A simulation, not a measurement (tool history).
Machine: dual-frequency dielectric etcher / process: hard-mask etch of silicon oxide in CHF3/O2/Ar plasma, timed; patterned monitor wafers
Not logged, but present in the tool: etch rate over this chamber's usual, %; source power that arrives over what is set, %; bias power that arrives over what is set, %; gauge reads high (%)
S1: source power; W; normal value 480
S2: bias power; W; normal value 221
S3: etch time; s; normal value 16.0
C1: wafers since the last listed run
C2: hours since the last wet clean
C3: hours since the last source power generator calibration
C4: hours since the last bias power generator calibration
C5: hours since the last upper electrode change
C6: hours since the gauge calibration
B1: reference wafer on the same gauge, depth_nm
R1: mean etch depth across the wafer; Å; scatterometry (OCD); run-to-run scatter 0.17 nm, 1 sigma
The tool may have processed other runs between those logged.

| run | day | S1 | S2 | S3 | C1 | C2 | C3 | C4 | C5 | C6 | B1 | R1 |
|---|---|---|---|---|---|---|---|---|---|---|---|---|
| 1 | 0.000 | 480 | 221 | 16.0 | 0 | 370.2 | 9.8 | 1969.7 | 0.5 | 438.3 | 34.51 | 306.8 |
| 2 | 1.179 | 540 | 182 | 16.0 | 329 | 398.5 | 38.1 | 1998.0 | 28.8 | 466.6 | 34.55 | 305.2 |
| 3 | 1.742 | 480 | 221 | 16.0 | 157 | 412.0 | 51.6 | 2011.5 | 42.3 | 480.1 | 34.53 | 311.5 |
| 4 | 2.400 | 480 | 221 | 16.0 | 183 | 427.8 | 67.4 | 2027.3 | 58.1 | 495.9 | 34.49 | 308.9 |
| 5 | 3.262 | 480 | 221 | 16.0 | 241 | 448.5 | 88.1 | 2048.0 | 78.8 | 516.6 | 34.44 | 309.9 |
| 6 | 4.008 | 480 | 221 | 16.0 | 208 | 466.4 | 106.0 | 2065.9 | 96.7 | 534.5 | 34.45 | 310.4 |
| 7 | 5.321 | 480 | 221 | 16.0 | 366 | 497.9 | 137.5 | 2097.4 | 128.2 | 566.0 | 34.57 | 310.7 |
|  | 6.438 | bias power generator calibrated |
| 8 | 6.508 | 550 | 221 | 16.0 | 285 | 526.4 | 166.0 | 1.7 | 156.7 | 594.5 | 34.51 | 336.0 |
| 9 | 7.371 | 540 | 221 | 13.0 | 241 | 547.1 | 186.7 | 22.4 | 177.4 | 615.2 | 34.49 | 270.9 |
| 10 | 8.792 | 480 | 221 | 16.0 | 397 | 581.2 | 220.8 | 56.5 | 211.5 | 649.3 | 34.48 | 312.6 |
| 11 | 10.079 | 560 | 221 | 16.0 | 359 | 612.1 | 251.7 | 87.4 | 242.4 | 680.2 | 34.50 | 340.6 |
|  | 12.075 | wet clean of the chamber |
| 12 | 12.096 | 550 | 201 | 19.5 | 284 | 0.5 | 300.1 | 135.8 | 290.8 | 728.6 | 34.48 | 408.8 |
| 13 | 12.108 | 380 | 191 | 18.0 | 3 | 0.8 | 300.4 | 136.1 | 291.1 | 728.9 | 34.46 | 298.7 |
| 14 | 13.225 | 420 | 188 | 19.5 | 312 | 27.6 | 327.2 | 162.9 | 317.9 | 755.7 | 34.47 | 340.6 |
| 15 | 14.638 | 440 | 190 | 19.0 | 394 | 61.5 | 361.1 | 196.8 | 351.8 | 789.6 | 34.51 | 344.7 |
| 16 | 15.496 | 540 | 221 | 13.0 | 239 | 82.1 | 381.7 | 217.4 | 372.4 | 810.2 | 34.43 | 276.8 |
| 17 | 16.846 | 480 | 221 | 16.0 | 377 | 114.5 | 414.1 | 249.8 | 404.8 | 842.6 | 34.50 | 322.5 |
| 18 | 17.742 | 590 | 194 | 16.0 | 250 | 136.0 | 435.6 | 271.3 | 426.3 | 864.1 | 34.47 | 341.1 |
|  | 18.579 | gauge calibrated |
| 19 | 18.846 | 480 | 221 | 16.0 | 308 | 162.5 | 462.1 | 297.8 | 452.8 | 6.4 | 34.50 | 323.8 |
|  | 19.921 | wet clean of the chamber, repeated, since the last time left the tool worse |
| 20 | 19.942 | 440 | 190 | 19.0 | 26 | 0.5 | 488.4 | 324.1 | 479.1 | 32.7 | 34.54 | 321.3 |
| 21 | 20.838 | 480 | 262 | 13.5 | 250 | 22.0 | 509.9 | 345.6 | 500.6 | 54.2 | 34.54 | 272.8 |
| 22 | 22.067 | 510 | 251 | 16.0 | 343 | 51.5 | 539.4 | 375.1 | 530.1 | 83.7 | 34.53 | 328.9 |
| 23 | 23.308 | 480 | 178 | 19.5 | 347 | 81.3 | 569.2 | 404.9 | 559.9 | 113.5 | 34.45 | 341.5 |
| 24 | 24.267 | 420 | 266 | 19.5 | 267 | 104.3 | 592.2 | 427.9 | 582.9 | 136.5 | 34.46 | 372.1 |
| 25 | 25.129 | 480 | 221 | 19.0 | 241 | 125.0 | 612.9 | 448.6 | 603.6 | 157.2 | 34.54 | 364.5 |
| 26 | 26.333 | 430 | 241 | 13.0 | 336 | 153.9 | 641.8 | 477.5 | 632.5 | 186.1 | 34.49 | 239.7 |
| 27 | 27.517 | 480 | 221 | 16.0 | 330 | 182.3 | 670.2 | 505.9 | 660.9 | 214.5 | 34.55 | 307.2 |
| 28 | 30.108 | 580 | 221 | 16.0 | 724 | 244.5 | 732.4 | 568.1 | 723.1 | 276.7 | 34.46 | 338.1 |
| 29 | 31.258 | 540 | 221 | 16.0 | 321 | 272.1 | 760.0 | 595.7 | 750.7 | 304.3 | 34.57 | 326.0 |

Across each entry between runs, compare the hidden state at the last listed run before it with the hidden state at the first listed run after it:
Run 7 -> run 8: bias power generator calibrated (day 6.438)
  etch rate over this chamber's usual, %: 2.59 -> 2.73
  measured minus no-state result, R1: +7.8 -> +8.9 Å
Run 11 -> run 12: wet clean of the chamber (day 12.075)
  etch rate over this chamber's usual, %: 3.13 -> 6.01
  measured minus no-state result, R1: +10.3 -> +23.1 Å
Run 18 -> run 19: gauge calibrated (day 18.579)
  etch rate over this chamber's usual, %: 6.66 -> 6.78
  measured minus no-state result, R1: +21.3 -> +20.6 Å
Run 19 -> run 20: wet clean of the chamber, repeated, since the last time left the tool worse (day 19.921)
  etch rate over this chamber's usual, %: 6.78 -> 0.209
  measured minus no-state result, R1: +20.6 -> +0.6 Å

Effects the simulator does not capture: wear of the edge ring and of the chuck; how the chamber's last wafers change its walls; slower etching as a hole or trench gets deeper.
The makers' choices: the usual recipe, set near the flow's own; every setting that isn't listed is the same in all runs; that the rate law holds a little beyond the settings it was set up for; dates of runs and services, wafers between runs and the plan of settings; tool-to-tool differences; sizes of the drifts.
